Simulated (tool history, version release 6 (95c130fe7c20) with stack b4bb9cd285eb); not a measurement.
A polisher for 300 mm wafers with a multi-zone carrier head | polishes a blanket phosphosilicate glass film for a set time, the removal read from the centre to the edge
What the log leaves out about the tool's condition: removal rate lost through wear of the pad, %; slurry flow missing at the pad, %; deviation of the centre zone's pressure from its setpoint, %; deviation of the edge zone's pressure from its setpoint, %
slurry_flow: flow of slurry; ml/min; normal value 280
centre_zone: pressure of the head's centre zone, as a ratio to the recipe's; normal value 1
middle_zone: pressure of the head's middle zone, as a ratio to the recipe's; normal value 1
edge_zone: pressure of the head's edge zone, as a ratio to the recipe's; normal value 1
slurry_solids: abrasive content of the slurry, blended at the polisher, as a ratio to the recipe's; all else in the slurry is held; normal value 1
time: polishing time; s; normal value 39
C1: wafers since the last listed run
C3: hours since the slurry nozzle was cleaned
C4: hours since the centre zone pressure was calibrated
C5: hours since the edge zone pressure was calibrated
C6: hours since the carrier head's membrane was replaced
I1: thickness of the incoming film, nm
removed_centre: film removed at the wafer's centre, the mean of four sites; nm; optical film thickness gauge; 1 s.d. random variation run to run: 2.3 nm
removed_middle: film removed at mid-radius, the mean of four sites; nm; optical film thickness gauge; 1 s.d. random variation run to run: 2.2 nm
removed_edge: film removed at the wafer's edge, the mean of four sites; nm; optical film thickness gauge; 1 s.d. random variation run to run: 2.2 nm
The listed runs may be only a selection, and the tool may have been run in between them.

run 1 day=0 | slurry_flow=280 centre_zone=1 middle_zone=1 edge_zone=1 slurry_solids=1 time=29 | C1=0 wafers_polished_on_this_pad=632 C3=51.5 C4=1396.6 C5=371.3 C6=1750 | I1=3546.9 | removed_centre=143.3 removed_middle=161.5 removed_edge=158.3
run 2 day=2.771 | slurry_flow=280 centre_zone=1 middle_zone=1 edge_zone=1 slurry_solids=1 time=29 | C1=544 wafers_polished_on_this_pad=1176 C3=118 C4=1463.1 C5=437.8 C6=1816.5 | I1=3543.6 | removed_centre=142.2 removed_middle=158.4 removed_edge=158
run 3 day=5.012 | slurry_flow=280 centre_zone=1 middle_zone=1 edge_zone=1 slurry_solids=1.1 time=39 | C1=440 wafers_polished_on_this_pad=1617 C3=171.8 C4=1516.9 C5=491.6 C6=1870.3 | I1=3530.3 | removed_centre=196 removed_middle=227.5 removed_edge=222.9
-- day=6.525 worn pad replaced by a new one
run 4 day=6.771 | slurry_flow=280 centre_zone=1 middle_zone=1 edge_zone=1 slurry_solids=1.1 time=39 | C1=312 wafers_polished_on_this_pad=48 C3=214 C4=1559.1 C5=533.8 C6=1912.5 | I1=3592.9 | removed_centre=195.4 removed_middle=229.7 removed_edge=223.2
run 5 day=8.9 | slurry_flow=280 centre_zone=1 middle_zone=1 edge_zone=1 slurry_solids=1 time=39 | C1=418 wafers_polished_on_this_pad=466 C3=265.1 C4=1610.2 C5=584.9 C6=1963.6 | I1=3557.8 | removed_centre=176.9 removed_middle=214 removed_edge=208.5
-- day=9.192 centre zone pressure recalibrated
-- day=9.758 carrier head's membrane replaced by a new one
run 6 day=11.342 | slurry_flow=280 centre_zone=1 middle_zone=1.06 edge_zone=1 slurry_solids=1 time=39 | C1=422 wafers_polished_on_this_pad=889 C3=323.7 C4=51.6 C5=643.5 C6=38 | I1=3567 | removed_centre=208.7 removed_middle=225 removed_edge=209.9
run 7 day=13.142 | slurry_flow=280 centre_zone=1 middle_zone=1.06 edge_zone=1 slurry_solids=1 time=39 | C1=353 wafers_polished_on_this_pad=1243 C3=366.9 C4=94.8 C5=686.7 C6=81.2 | I1=3567 | removed_centre=205.6 removed_middle=216.6 removed_edge=204.1
run 8 day=14.512 | slurry_flow=280 centre_zone=1 middle_zone=1.06 edge_zone=1 slurry_solids=1 time=39 | C1=269 wafers_polished_on_this_pad=1512 C3=399.8 C4=127.7 C5=719.6 C6=114.1 | I1=3535.2 | removed_centre=205.8 removed_middle=214.2 removed_edge=201.9
-- day=15.879 worn pad replaced by a new one
run 9 day=16.662 | slurry_flow=280 centre_zone=1 middle_zone=1.04 edge_zone=1 slurry_solids=1 time=39 | C1=389 wafers_polished_on_this_pad=154 C3=451.4 C4=179.3 C5=771.2 C6=165.7 | I1=3580.3 | removed_centre=197.7 removed_middle=210.2 removed_edge=202.6
run 10 day=19.204 | slurry_flow=380 centre_zone=1 middle_zone=1 edge_zone=1 slurry_solids=1 time=44 | C1=499 wafers_polished_on_this_pad=653 C3=512.4 C4=240.3 C5=832.2 C6=226.7 | I1=3600.8 | removed_centre=238.8 removed_middle=237.7 removed_edge=234
-- day=20.812 slurry nozzle cleaned
run 11 day=20.988 | slurry_flow=280 centre_zone=1 middle_zone=0.9 edge_zone=1 slurry_solids=0.85 time=39 | C1=342 wafers_polished_on_this_pad=996 C3=4.2 C4=283.1 C5=875 C6=269.5 | I1=3551.8 | removed_centre=181.6 removed_middle=169.7 removed_edge=183.1
run 12 day=22.846 | slurry_flow=280 centre_zone=1 middle_zone=1 edge_zone=0.9 slurry_solids=0.9 time=29 | C1=365 wafers_polished_on_this_pad=1361 C3=48.8 C4=327.7 C5=919.6 C6=314.1 | I1=3560.1 | removed_centre=143.6 removed_middle=145.5 removed_edge=133.3
run 13 day=24.1 | slurry_flow=280 centre_zone=1 middle_zone=1.06 edge_zone=1 slurry_solids=1 time=39 | C1=246 wafers_polished_on_this_pad=1608 C3=78.9 C4=357.8 C5=949.7 C6=344.2 | I1=3597.7 | removed_centre=206.3 removed_middle=225.3 removed_edge=206.3
-- day=25.512 worn pad replaced by a new one
run 14 day=26.788 | slurry_flow=280 centre_zone=1 middle_zone=1 edge_zone=1 slurry_solids=1 time=39 | C1=495 wafers_polished_on_this_pad=251 C3=143.4 C4=422.3 C5=1014.2 C6=408.7 | I1=3522.8 | removed_centre=207.3 removed_middle=208.5 removed_edge=204.8
run 15 day=29.017 | slurry_flow=280 centre_zone=0.92 middle_zone=1.09 edge_zone=1.06 slurry_solids=1 time=39 | C1=438 wafers_polished_on_this_pad=689 C3=196.9 C4=475.8 C5=1067.7 C6=462.2 | I1=3538.8 | removed_centre=189.7 removed_middle=230.1 removed_edge=215.3
-- day=29.221 edge zone pressure recalibrated
run 16 day=31.883 | slurry_flow=280 centre_zone=1 middle_zone=1 edge_zone=1 slurry_solids=1 time=39 | C1=547 wafers_polished_on_this_pad=1236 C3=265.7 C4=544.6 C5=63.9 C6=531 | I1=3577 | removed_centre=201.7 removed_middle=205.8 removed_edge=202.5
run 17 day=33 | slurry_flow=280 centre_zone=1 middle_zone=1 edge_zone=1 slurry_solids=1 time=39 | C1=219 wafers_polished_on_this_pad=1455 C3=292.5 C4=571.4 C5=90.7 C6=557.8 | I1=3570.7 | removed_centre=198.6 removed_middle=208.3 removed_edge=203.1
-- day=35.217 worn pad replaced by a new one
run 18 day=35.617 | slurry_flow=280 centre_zone=1.06 middle_zone=0.89 edge_zone=1 slurry_solids=1 time=27 | C1=481 wafers_polished_on_this_pad=79 C3=355.3 C4=634.2 C5=153.5 C6=620.6 | I1=3540.1 | removed_centre=141.9 removed_middle=126.6 removed_edge=138.8
run 19 day=37.012 | slurry_flow=280 centre_zone=1 middle_zone=1 edge_zone=1 slurry_solids=1 time=39 | C1=274 wafers_polished_on_this_pad=353 C3=388.8 C4=667.7 C5=187 C6=654.1 | I1=3603.1 | removed_centre=196.1 removed_middle=201.7 removed_edge=202.2

Run 20 has not been measured yet. What should we expect?
run 20 day=39.962 | slurry_flow=330 centre_zone=1 middle_zone=1 edge_zone=0.89 slurry_solids=1.25 time=39 | C1=579 wafers_polished_on_this_pad=933 C3=459.6 C4=738.5 C5=257.8 C6=724.9 | I1=3541.1 | removed_centre=? removed_middle=? removed_edge=?

{"run 20": {"removed_centre": 230, "removed_middle": 236.8, "removed_edge": 220.8}}
Had the tool carried no hidden state, the very same run would have given removed_centre 253.6 nm, removed_middle 254.2 nm, removed_edge 232.9 nm.

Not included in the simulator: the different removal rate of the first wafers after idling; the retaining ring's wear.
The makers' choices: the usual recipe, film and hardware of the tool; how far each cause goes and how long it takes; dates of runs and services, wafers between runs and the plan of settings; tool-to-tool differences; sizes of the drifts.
